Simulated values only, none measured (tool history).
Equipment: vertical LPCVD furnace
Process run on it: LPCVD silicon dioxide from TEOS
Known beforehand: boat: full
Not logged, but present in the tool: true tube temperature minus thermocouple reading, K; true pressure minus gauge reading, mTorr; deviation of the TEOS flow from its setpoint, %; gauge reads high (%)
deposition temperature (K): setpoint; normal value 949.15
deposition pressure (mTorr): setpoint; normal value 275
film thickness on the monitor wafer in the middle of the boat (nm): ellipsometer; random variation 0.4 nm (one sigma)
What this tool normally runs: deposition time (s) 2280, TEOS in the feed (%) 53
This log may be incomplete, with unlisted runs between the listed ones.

run    hour  deposition temperature (K)  deposition pressure (mTorr)  deposition time (s)  TEOS in the feed (%)  wafers since the last listed run  hours since the last temperature calibration  hours since the pressure gauge was zeroed  hours since the TEOS flow controller was replaced  hours since the gauge calibration  read-back reference wafer on the same gauge, thickness  film thickness on the monitor wafer in the middle of the boat (nm)
  1     0.0                      945.15                          275                 2280                    53                                 0                                         792.6                                     1501.1                                             4593.5                              669.1                                                  117.12                                                              117.05
  2   103.3                      949.15                          275                 2280                    53                              1716                                         895.9                                     1604.4                                             4696.8                              772.4                                                  116.97                                                              128.76
  3   164.9                      949.15                          275                 2280                    53                              1023                                         957.5                                     1666.0                                             4758.4                              834.0                                                  116.92                                                              128.70
  4   267.1                      949.15                          275                 2280                    53                              1697                                        1059.7                                     1768.2                                             4860.6                              936.2                                                  116.90                                                              128.17
  5   360.8                      949.15                          275                 2280                    53                              1556                                        1153.4                                     1861.9                                             4954.3                             1029.9                                                  117.02                                                              128.97
  6   486.0                      949.15                          275                 2280                    53                              2080                                        1278.6                                     1987.1                                             5079.5                             1155.1                                                  117.02                                                              128.09
  7   542.7                      949.15                          275                 2280                    53                               942                                        1335.3                                     2043.8                                             5136.2                             1211.8                                                  117.08                                                              128.79
  8   586.8                      949.15                          275                 2280                    53                               732                                        1379.4                                     2087.9                                             5180.3                             1255.9                                                  116.98                                                              128.61
      638.4  -- gauge calibrated
  9   669.6                      949.15                          275                 2280                    53                              1375                                        1462.2                                     2170.7                                             5263.1                               31.2                                                  117.03                                                              128.34
 10   772.4                      949.15                          275                 2280                    53                              1707                                        1565.0                                     2273.5                                             5365.9                              134.0                                                  117.04                                                              127.88
      803.4  -- thermocouples replaced and temperature profile calibrated
 11   809.5                      949.15                          275                 2280                    53                               217                                           6.1                                     2310.6                                             5403.0                              171.1                                                  117.01                                                              128.92
 12   905.8                      949.15                          335                 1980                    46                              1599                                         102.4                                     2406.9                                             5499.3                              267.4                                                  117.05                                                              115.46
     1008.3  -- pressure gauge zeroed
 13  1042.2                      949.15                          275                 2280                    53                              1867                                         238.8                                       33.9                                             5635.7                              403.8                                                  117.03                                                              129.18
 14  1147.1                      949.15                          275                 2280                    53                              1742                                         343.7                                      138.8                                             5740.6                              508.7                                                  117.01                                                              128.24
 15  1183.2                      949.15                          275                 2280                    50                               599                                         379.8                                      174.9                                             5776.7                              544.8                                                  117.00                                                              125.13
     1255.2  -- TEOS flow controller replaced
 16  1267.8                      949.15                          315                 1950                    58                              1006                                         464.4                                      259.5                                               12.6                              629.4                                                  117.06                                                              123.04
 17  1328.5                      944.15                          235                 2580                    56                              1008                                         525.1                                      320.2                                               73.3                              690.1                                                  117.01                                                              122.33
 18  1562.6                      949.15                          325                 1980                    53                              3889                                         759.2                                      554.3                                              307.4                              924.2                                                  117.05                                                              121.78
 19  1629.9                      958.15                          275                 2280                    63                              1118                                         826.5                                      621.6                                              374.7                              991.5                                                  117.03                                                              174.18
 20  1696.2                      942.15                          215                 2790                    53                              1101                                         892.8                                      687.9                                              441.0                             1057.8                                                  116.95                                                              116.75

Forecast each of these 4 alternatives for the next run:
  A  1701.2                      946.15                          275                 2280                    53                                83                                         897.8                                      692.9                                              446.0                             1062.8                                                       ?                                                                   ?
  B  1701.2                      941.15                          245                 2640                    59                                83                                         897.8                                      692.9                                              446.0                             1062.8                                                       ?                                                                   ?
  C  1701.2                      940.15                          320                 2280                    49                                83                                         897.8                                      692.9                                              446.0                             1062.8                                                       ?                                                                   ?
  D  1701.2                      949.15                          240                 2730                    64                                83                                         897.8                                      692.9                                              446.0                             1062.8                                                       ?                                                                   ?

run  read-back reference wafer on the same gauge, thickness  film thickness on the monitor wafer in the middle of the boat (nm)
  A                                                  116.89                                                              118.64
  B                                                  116.89                                                              120.88
  C                                                  116.89                                                              106.05
  D                                                  116.89                                                              156.97
Stripped of hidden state, with their random variation kept, the same runs would have yielded:
run  film thickness on the monitor wafer in the middle of the boat (nm)
  A                                                              118.64
  B                                                              120.88
  C                                                              106.05
  D                                                              156.97
